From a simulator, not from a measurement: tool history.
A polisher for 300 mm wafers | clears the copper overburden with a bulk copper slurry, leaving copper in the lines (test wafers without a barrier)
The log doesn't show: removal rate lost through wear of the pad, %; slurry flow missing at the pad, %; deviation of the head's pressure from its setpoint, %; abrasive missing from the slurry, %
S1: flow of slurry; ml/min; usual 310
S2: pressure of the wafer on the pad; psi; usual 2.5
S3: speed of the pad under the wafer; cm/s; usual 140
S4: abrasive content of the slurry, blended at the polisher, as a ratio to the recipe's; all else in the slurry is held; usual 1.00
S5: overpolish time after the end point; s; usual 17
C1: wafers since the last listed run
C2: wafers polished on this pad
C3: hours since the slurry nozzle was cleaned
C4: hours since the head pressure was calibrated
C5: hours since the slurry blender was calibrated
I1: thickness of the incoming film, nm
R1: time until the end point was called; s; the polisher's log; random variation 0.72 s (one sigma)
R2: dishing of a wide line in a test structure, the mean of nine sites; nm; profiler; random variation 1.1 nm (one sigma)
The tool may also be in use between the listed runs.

{"run": 1, "day": 0.0, "S1": 310, "S2": 2.5, "S3": 140, "S4": 1.0, "S5": 14, "C1": 0, "C2": 1184, "C3": 263.7, "C4": 224.6, "C5": 32.4, "I1": 794.1, "R1": 67.1, "R2": 67.9}
{"run": 2, "day": 3.146, "S1": 310, "S2": 2.5, "S3": 140, "S4": 1.0, "S5": 14, "C1": 715, "C2": 1900, "C3": 339.2, "C4": 300.1, "C5": 107.9, "I1": 775.0, "R1": 67.0, "R2": 66.6}
{"run": 3, "day": 6.079, "S1": 310, "S2": 2.5, "S3": 140, "S4": 1.0, "S5": 14, "C1": 667, "C2": 2568, "C3": 409.6, "C4": 370.5, "C5": 178.3, "I1": 792.2, "R1": 67.6, "R2": 67.0}
{"run": 4, "day": 8.375, "S1": 310, "S2": 1.9, "S3": 140, "S4": 1.0, "S5": 17, "C1": 522, "C2": 3090, "C3": 464.7, "C4": 425.6, "C5": 233.4, "I1": 784.4, "R1": 88.1, "R2": 65.0}
{"day": 10.083, "done": "head pressure recalibrated"}
{"run": 5, "day": 11.979, "S1": 310, "S2": 2.5, "S3": 140, "S4": 1.0, "S5": 24, "C1": 801, "C2": 3891, "C3": 551.2, "C4": 45.5, "C5": 319.9, "I1": 782.3, "R1": 70.5, "R2": 82.7}
{"day": 12.325, "done": "slurry nozzle cleaned"}
{"day": 14.054, "done": "worn pad replaced by a new one"}
{"day": 15.512, "done": "slurry blender recalibrated"}
{"run": 6, "day": 16.0, "S1": 310, "S2": 3.1, "S3": 140, "S4": 1.0, "S5": 24, "C1": 848, "C2": 424, "C3": 88.2, "C4": 142.0, "C5": 11.7, "I1": 789.8, "R1": 56.3, "R2": 88.6}
{"run": 7, "day": 18.829, "S1": 310, "S2": 3.1, "S3": 140, "S4": 1.0, "S5": 24, "C1": 643, "C2": 1067, "C3": 156.1, "C4": 209.9, "C5": 79.6, "I1": 789.9, "R1": 54.9, "R2": 89.4}
{"run": 8, "day": 21.621, "S1": 310, "S2": 2.0, "S3": 152, "S4": 1.0, "S5": 17, "C1": 635, "C2": 1703, "C3": 223.1, "C4": 276.9, "C5": 146.6, "I1": 792.4, "R1": 76.8, "R2": 68.2}
{"run": 9, "day": 24.058, "S1": 310, "S2": 2.0, "S3": 152, "S4": 1.0, "S5": 17, "C1": 554, "C2": 2257, "C3": 281.6, "C4": 335.4, "C5": 205.1, "I1": 791.6, "R1": 77.7, "R2": 67.3}
{"run": 10, "day": 27.983, "S1": 310, "S2": 2.0, "S3": 152, "S4": 1.0, "S5": 17, "C1": 893, "C2": 3150, "C3": 375.8, "C4": 429.6, "C5": 299.3, "I1": 787.4, "R1": 77.7, "R2": 66.4}
{"day": 30.983, "done": "worn pad replaced by a new one, of another model than before"}
{"day": 32.242, "done": "head pressure recalibrated"}
{"run": 11, "day": 32.475, "S1": 310, "S2": 2.5, "S3": 140, "S4": 1.0, "S5": 17, "C1": 965, "C2": 320, "C3": 483.6, "C4": 5.6, "C5": 407.1, "I1": 780.2, "R1": 65.5, "R2": 74.5}
{"day": 32.692, "done": "slurry nozzle cleaned"}
{"day": 34.512, "done": "slurry blender recalibrated"}
{"run": 12, "day": 36.921, "S1": 310, "S2": 2.0, "S3": 152, "S4": 1.0, "S5": 17, "C1": 983, "C2": 1303, "C3": 101.5, "C4": 112.3, "C5": 57.8, "I1": 789.2, "R1": 72.2, "R2": 72.9}
{"run": 13, "day": 39.525, "S1": 310, "S2": 2.5, "S3": 140, "S4": 1.1, "S5": 14, "C1": 592, "C2": 1896, "C3": 164.0, "C4": 174.8, "C5": 120.3, "I1": 780.2, "R1": 65.5, "R2": 68.7}
{"day": 47.592, "done": "worn pad replaced by a new one"}
{"day": 50.746, "done": "slurry blender recalibrated"}
{"day": 51.908, "done": "head pressure recalibrated"}
{"run": 14, "day": 52.404, "S1": 360, "S2": 3.1, "S3": 140, "S4": 1.0, "S5": 17, "C1": 2854, "C2": 1056, "C3": 473.1, "C4": 11.9, "C5": 39.8, "I1": 782.5, "R1": 58.9, "R2": 80.0}
{"day": 53.875, "done": "slurry nozzle cleaned"}
{"run": 15, "day": 56.379, "S1": 310, "S2": 2.5, "S3": 140, "S4": 1.0, "S5": 17, "C1": 894, "C2": 1951, "C3": 60.1, "C4": 107.3, "C5": 135.2, "I1": 804.0, "R1": 70.2, "R2": 72.9}
{"run": 16, "day": 59.562, "S1": 310, "S2": 2.0, "S3": 152, "S4": 1.0, "S5": 17, "C1": 724, "C2": 2676, "C3": 136.5, "C4": 183.7, "C5": 211.6, "I1": 793.4, "R1": 75.8, "R2": 70.1}
{"day": 63.725, "done": "worn pad replaced by a new one"}
{"day": 66.417, "done": "slurry blender recalibrated"}
{"run": 17, "day": 68.492, "S1": 310, "S2": 2.5, "S3": 176, "S4": 0.85, "S5": 17, "C1": 1974, "C2": 1065, "C3": 350.8, "C4": 398.0, "C5": 49.8, "I1": 785.9, "R1": 57.3, "R2": 76.9}
{"day": 72.783, "done": "head pressure recalibrated"}
{"run": 18, "day": 72.804, "S1": 310, "S2": 2.5, "S3": 118, "S4": 1.0, "S5": 17, "C1": 962, "C2": 2027, "C3": 454.3, "C4": 0.5, "C5": 153.3, "I1": 802.1, "R1": 78.5, "R2": 71.0}
{"run": 19, "day": 75.254, "S1": 310, "S2": 2.5, "S3": 140, "S4": 0.8, "S5": 17, "C1": 557, "C2": 2585, "C3": 513.1, "C4": 59.3, "C5": 212.1, "I1": 777.6, "R1": 69.9, "R2": 73.3}
{"run": 20, "day": 79.604, "S1": 360, "S2": 2.5, "S3": 140, "S4": 1.0, "S5": 17, "C1": 989, "C2": 3575, "C3": 617.5, "C4": 163.7, "C5": 316.5, "I1": 796.4, "R1": 71.7, "R2": 72.7}
{"day": 80.504, "done": "slurry nozzle cleaned"}
{"day": 81.512, "done": "worn pad replaced by a new one"}
{"run": 21, "day": 82.312, "S1": 385, "S2": 2.5, "S3": 140, "S4": 1.0, "S5": 17, "C1": 568, "C2": 181, "C3": 43.4, "C4": 228.7, "C5": 381.5, "I1": 783.9, "R1": 64.3, "R2": 74.1}
{"day": 82.95, "done": "slurry blender recalibrated"}
{"run": 22, "day": 86.467, "S1": 215, "S2": 2.5, "S3": 140, "S4": 0.8, "S5": 17, "C1": 926, "C2": 1108, "C3": 143.1, "C4": 328.4, "C5": 84.4, "I1": 792.5, "R1": 71.1, "R2": 73.7}

Forecast each of these 5 alternatives for the next run:
{"run": "A", "day": 86.483, "S1": 310, "S2": 2.5, "S3": 140, "S4": 1.0, "S5": 17, "C1": 3, "C2": 1111, "C3": 143.5, "C4": 328.8, "C5": 84.8, "I1": 772.6, "R1": "?", "R2": "?"}
{"run": "B", "day": 86.483, "S1": 370, "S2": 2.5, "S3": 118, "S4": 0.75, "S5": 17, "C1": 3, "C2": 1111, "C3": 143.5, "C4": 328.8, "C5": 84.8, "I1": 772.6, "R1": "?", "R2": "?"}
{"run": "C", "day": 86.483, "S1": 310, "S2": 2.5, "S3": 96, "S4": 1.0, "S5": 17, "C1": 3, "C2": 1111, "C3": 143.5, "C4": 328.8, "C5": 84.8, "I1": 772.6, "R1": "?", "R2": "?"}
{"run": "D", "day": 86.483, "S1": 310, "S2": 2.5, "S3": 152, "S4": 1.15, "S5": 26, "C1": 3, "C2": 1111, "C3": 143.5, "C4": 328.8, "C5": 84.8, "I1": 772.6, "R1": "?", "R2": "?"}
{"run": "E", "day": 86.483, "S1": 310, "S2": 3.0, "S3": 140, "S4": 1.0, "S5": 17, "C1": 3, "C2": 1111, "C3": 143.5, "C4": 328.8, "C5": 84.8, "I1": 772.6, "R1": "?", "R2": "?"}

run=A R1=66.7 R2=76.3
run=B R1=78.8 R2=71.5
run=C R1=86.8 R2=68.5
run=D R1=61.1 R2=86.7
run=E R1=60.1 R2=80.5
Without the tool's hidden state the same runs would have given:
run=A R1=66.1 R2=76.5
run=B R1=78.1 R2=71.8
run=C R1=86.1 R2=68.8
run=D R1=60.6 R2=86.8
run=E R1=59.6 R2=80.7
